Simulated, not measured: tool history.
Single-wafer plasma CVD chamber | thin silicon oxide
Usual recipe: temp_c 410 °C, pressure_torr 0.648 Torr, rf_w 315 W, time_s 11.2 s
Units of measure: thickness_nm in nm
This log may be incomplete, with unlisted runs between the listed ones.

run,hour,temp_c,pressure_torr,rf_w,time_s,wafers since the last listed run,hours since the last thermocouple change,hours since the last RF generator calibration,hours since the last manometer calibration,hours since the showerhead was replaced,hours since the gauge calibration,"read-back reference wafer on the same gauge, thickness_nm",thickness_nm
1,0.0,403,0.648,280,11.2,0,2379.9,748.9,2125.4,174.1,159.9,14.904,15.403
2,21.0,403,0.648,280,11.2,674,2400.9,769.9,2146.4,195.1,180.9,14.914,15.506
3,47.5,410,0.648,315,11.2,850,2427.4,796.4,2172.9,221.6,207.4,14.908,16.787
4,67.1,410,0.648,315,11.2,629,2447.0,816.0,2192.5,241.2,227.0,14.893,16.760
5,93.9,410,0.543,260,11.2,860,2473.8,842.8,2219.3,268.0,253.8,14.906,12.208
# hour 123.9: RF generator calibrated
6,129.0,410,0.648,315,11.2,869,2508.9,5.1,2254.4,303.1,288.9,14.907,16.746
7,161.6,410,0.648,315,11.2,1046,2541.5,37.7,2287.0,335.7,321.5,14.898,16.714
8,178.9,410,0.648,315,9.8,555,2558.8,55.0,2304.3,353.0,338.8,14.905,14.597
9,193.8,410,0.714,315,11.2,478,2573.7,69.9,2319.2,367.9,353.7,14.895,18.276
10,207.4,410,0.648,315,11.2,436,2587.3,83.5,2332.8,381.5,367.3,14.900,16.762
11,219.6,410,0.591,275,11.2,391,2599.5,95.7,2345.0,393.7,379.5,14.894,13.839
# hour 255.0: thermocouple changed; heater temperature recalibrated
# hour 255.6: capacitance manometer re-zeroed and calibrated
12,256.1,410,0.591,275,11.2,898,1.1,132.2,0.5,430.2,416.0,14.906,14.358
13,277.7,410,0.697,315,12.7,693,22.7,153.8,22.1,451.8,437.6,14.904,20.926
14,296.0,410,0.727,285,11.2,587,41.0,172.1,40.4,470.1,455.9,14.894,17.837
15,315.4,410,0.648,315,11.2,622,60.4,191.5,59.8,489.5,475.3,14.903,17.302
16,349.4,410,0.495,295,10.3,1091,94.4,225.5,93.8,523.5,509.3,14.896,11.878
17,366.1,403,0.648,275,11.2,536,111.1,242.2,110.5,540.2,526.0,14.905,15.658
18,390.2,396,0.489,315,11.2,773,135.2,266.3,134.6,564.3,550.1,14.908,13.528
19,416.9,410,0.648,295,12.6,857,161.9,293.0,161.3,591.0,576.8,14.909,18.569
20,430.9,403,0.782,275,11.2,449,175.9,307.0,175.3,605.0,590.8,14.914,18.523
21,446.0,410,0.714,315,11.2,484,191.0,322.1,190.4,620.1,605.9,14.907,18.912
22,466.3,410,0.648,280,13.4,651,211.3,342.4,210.7,640.4,626.2,14.896,18.940
23,489.4,410,0.648,315,11.2,741,234.4,365.5,233.8,663.5,649.3,14.914,17.294
24,510.1,420,0.586,315,11.2,664,255.1,386.2,254.5,684.2,670.0,14.903,15.658
25,525.5,410,0.648,360,11.2,494,270.5,401.6,269.9,699.6,685.4,14.901,18.786
26,551.6,410,0.648,315,12.0,837,296.6,427.7,296.0,725.7,711.5,14.900,18.496
27,570.3,410,0.648,315,11.2,600,315.3,446.4,314.7,744.4,730.2,14.911,17.349
28,600.6,424,0.648,315,11.2,972,345.6,476.7,345.0,774.7,760.5,14.900,17.136

What if the next run were any one of these 5? Each begins from the tool's condition after run 28:
A,601.0,410,0.568,315,11.2,12,346.0,477.1,345.4,775.1,760.9,?,?
B,601.0,423,0.648,265,11.2,12,346.0,477.1,345.4,775.1,760.9,?,?
C,601.0,410,0.648,370,11.2,12,346.0,477.1,345.4,775.1,760.9,?,?
D,601.0,421,0.542,370,11.2,12,346.0,477.1,345.4,775.1,760.9,?,?
E,601.0,410,0.648,315,12.2,12,346.0,477.1,345.4,775.1,760.9,?,?

run,"read-back reference wafer on the same gauge, thickness_nm",thickness_nm
A,14.897,15.335
B,14.897,14.938
C,14.897,19.067
D,14.897,16.063
E,14.897,18.832
Stripped of hidden state, with their random variation kept, the same runs would have yielded:
run,thickness_nm
A,15.216
B,14.821
C,18.919
D,15.933
E,18.685
